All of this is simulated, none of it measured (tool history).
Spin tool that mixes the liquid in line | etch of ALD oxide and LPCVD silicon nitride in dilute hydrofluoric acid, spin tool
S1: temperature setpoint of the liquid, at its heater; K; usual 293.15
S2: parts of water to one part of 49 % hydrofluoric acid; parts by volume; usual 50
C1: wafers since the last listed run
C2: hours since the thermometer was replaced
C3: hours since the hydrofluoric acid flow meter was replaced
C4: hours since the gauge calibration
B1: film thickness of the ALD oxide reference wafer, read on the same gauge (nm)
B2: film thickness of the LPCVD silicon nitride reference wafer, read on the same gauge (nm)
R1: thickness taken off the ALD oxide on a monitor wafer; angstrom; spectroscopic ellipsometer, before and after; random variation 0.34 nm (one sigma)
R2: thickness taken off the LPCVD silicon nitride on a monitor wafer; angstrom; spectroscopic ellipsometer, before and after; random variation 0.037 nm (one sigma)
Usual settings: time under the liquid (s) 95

run 1 hour=0.0 | S1=297.15 S2=50 time_under_the_liquid_(s)=95 | C1=0 C2=624.3 C3=1078.6 C4=68.6 | B1=60.05 B2=150.014 | R1=392.1 R2=7.31
run 2 hour=11.4 | S1=297.15 S2=50 time_under_the_liquid_(s)=95 | C1=96 C2=635.7 C3=1090.0 C4=80.0 | B1=60.00 B2=150.006 | R1=390.4 R2=7.78
run 3 hour=28.8 | S1=293.15 S2=50 time_under_the_liquid_(s)=115 | C1=147 C2=653.1 C3=1107.4 C4=97.4 | B1=60.03 B2=149.999 | R1=396.6 R2=7.23
run 4 hour=39.1 | S1=293.15 S2=45 time_under_the_liquid_(s)=95 | C1=87 C2=663.4 C3=1117.7 C4=107.7 | B1=60.02 B2=149.982 | R1=369.3 R2=6.22
run 5 hour=55.6 | S1=293.15 S2=50 time_under_the_liquid_(s)=95 | C1=139 C2=679.9 C3=1134.2 C4=124.2 | B1=60.01 B2=150.000 | R1=332.9 R2=5.50
run 6 hour=64.5 | S1=293.15 S2=50 time_under_the_liquid_(s)=95 | C1=75 C2=688.8 C3=1143.1 C4=133.1 | B1=60.03 B2=149.994 | R1=332.1 R2=5.41
run 7 hour=78.6 | S1=293.15 S2=50 time_under_the_liquid_(s)=95 | C1=119 C2=702.9 C3=1157.2 C4=147.2 | B1=59.97 B2=149.986 | R1=332.5 R2=5.29
run 8 hour=93.2 | S1=293.15 S2=50 time_under_the_liquid_(s)=95 | C1=123 C2=717.5 C3=1171.8 C4=161.8 | B1=59.98 B2=149.989 | R1=327.5 R2=5.80
run 9 hour=113.1 | S1=293.15 S2=50 time_under_the_liquid_(s)=95 | C1=168 C2=737.4 C3=1191.7 C4=181.7 | B1=60.01 B2=150.008 | R1=328.8 R2=5.91
run 10 hour=127.0 | S1=293.15 S2=50 time_under_the_liquid_(s)=95 | C1=117 C2=751.3 C3=1205.6 C4=195.6 | B1=60.04 B2=150.002 | R1=329.4 R2=5.49
run 11 hour=142.2 | S1=293.15 S2=50 time_under_the_liquid_(s)=95 | C1=128 C2=766.5 C3=1220.8 C4=210.8 | B1=59.98 B2=149.989 | R1=328.0 R2=5.46
run 12 hour=153.5 | S1=293.15 S2=30 time_under_the_liquid_(s)=40 | C1=95 C2=777.8 C3=1232.1 C4=222.1 | B1=59.99 B2=150.007 | R1=236.2 R2=3.99
-- hour=159.7 gauge calibrated
-- hour=161.1 thermometer replaced
run 13 hour=161.6 | S1=293.15 S2=50 time_under_the_liquid_(s)=95 | C1=59 C2=0.5 C3=1240.2 C4=1.9 | B1=59.98 B2=150.005 | R1=327.1 R2=6.22
run 14 hour=169.2 | S1=293.15 S2=45 time_under_the_liquid_(s)=45 | C1=64 C2=8.1 C3=1247.8 C4=9.5 | B1=60.01 B2=149.985 | R1=170.8 R2=2.95
-- hour=176.1 hydrofluoric acid flow meter replaced
run 15 hour=181.7 | S1=293.15 S2=50 time_under_the_liquid_(s)=65 | C1=97 C2=20.6 C3=5.6 C4=22.0 | B1=60.03 B2=149.991 | R1=208.2 R2=3.56
run 16 hour=197.3 | S1=293.15 S2=50 time_under_the_liquid_(s)=95 | C1=131 C2=36.2 C3=21.2 C4=37.6 | B1=60.03 B2=149.973 | R1=303.2 R2=5.48
run 17 hour=208.4 | S1=293.15 S2=75 time_under_the_liquid_(s)=95 | C1=93 C2=47.3 C3=32.3 C4=48.7 | B1=60.01 B2=150.028 | R1=195.1 R2=3.39
run 18 hour=217.5 | S1=295.15 S2=50 time_under_the_liquid_(s)=135 | C1=76 C2=56.4 C3=41.4 C4=57.8 | B1=59.98 B2=150.012 | R1=470.2 R2=8.78
run 19 hour=233.3 | S1=293.15 S2=50 time_under_the_liquid_(s)=95 | C1=133 C2=72.2 C3=57.2 C4=73.6 | B1=59.98 B2=149.997 | R1=296.5 R2=5.33
run 20 hour=241.0 | S1=293.15 S2=50 time_under_the_liquid_(s)=45 | C1=65 C2=79.9 C3=64.9 C4=81.3 | B1=59.97 B2=150.022 | R1=142.8 R2=2.49
-- hour=273.0 hydrofluoric acid flow meter replaced, repeated, since the last time left the tool worse
run 21 hour=282.5 | S1=295.65 S2=25 time_under_the_liquid_(s)=135 | C1=342 C2=121.4 C3=9.5 C4=122.8 | B1=60.00 B2=150.009 | R1=1158.2 R2=21.99
run 22 hour=295.4 | S1=293.15 S2=50 time_under_the_liquid_(s)=95 | C1=109 C2=134.3 C3=22.4 C4=135.7 | B1=60.02 B2=149.981 | R1=357.5 R2=5.71
run 23 hour=307.3 | S1=290.15 S2=75 time_under_the_liquid_(s)=135 | C1=100 C2=146.2 C3=34.3 C4=147.6 | B1=60.04 B2=149.996 | R1=292.4 R2=4.88
run 24 hour=318.6 | S1=296.15 S2=50 time_under_the_liquid_(s)=95 | C1=95 C2=157.5 C3=45.6 C4=158.9 | B1=60.01 B2=150.002 | R1=405.8 R2=7.99
run 25 hour=326.0 | S1=293.15 S2=70 time_under_the_liquid_(s)=95 | C1=62 C2=164.9 C3=53.0 C4=166.3 | B1=60.00 B2=149.986 | R1=255.4 R2=4.78
run 26 hour=340.5 | S1=293.15 S2=50 time_under_the_liquid_(s)=95 | C1=122 C2=179.4 C3=67.5 C4=180.8 | B1=59.97 B2=149.980 | R1=357.5 R2=6.28
run 27 hour=378.6 | S1=291.65 S2=60 time_under_the_liquid_(s)=140 | C1=321 C2=217.5 C3=105.6 C4=218.9 | B1=59.99 B2=150.003 | R1=413.3 R2=6.50

3 ways to go on from here, each from the tool as it stands after run 27. What would each give?
run A hour=379.0 | S1=293.15 S2=50 time_under_the_liquid_(s)=95 | C1=3 C2=217.9 C3=106.0 C4=219.3 | B1=? B2=? | R1=? R2=?
run B hour=379.0 | S1=296.65 S2=40 time_under_the_liquid_(s)=40 | C1=3 C2=217.9 C3=106.0 C4=219.3 | B1=? B2=? | R1=? R2=?
run C hour=379.0 | S1=297.65 S2=50 time_under_the_liquid_(s)=95 | C1=3 C2=217.9 C3=106.0 C4=219.3 | B1=? B2=? | R1=? R2=?

run=A B1=59.98 B2=150.008 R1=351.4 R2=6.65
run=B B1=59.98 B2=150.008 R1=217.0 R2=4.42
run=C B1=59.98 B2=150.008 R1=423.9 R2=9.04
Without the tool's hidden state the same runs would have given:
run=A R1=354.7 R2=6.71
run=B R1=219.0 R2=4.46
run=C R1=428.0 R2=9.12
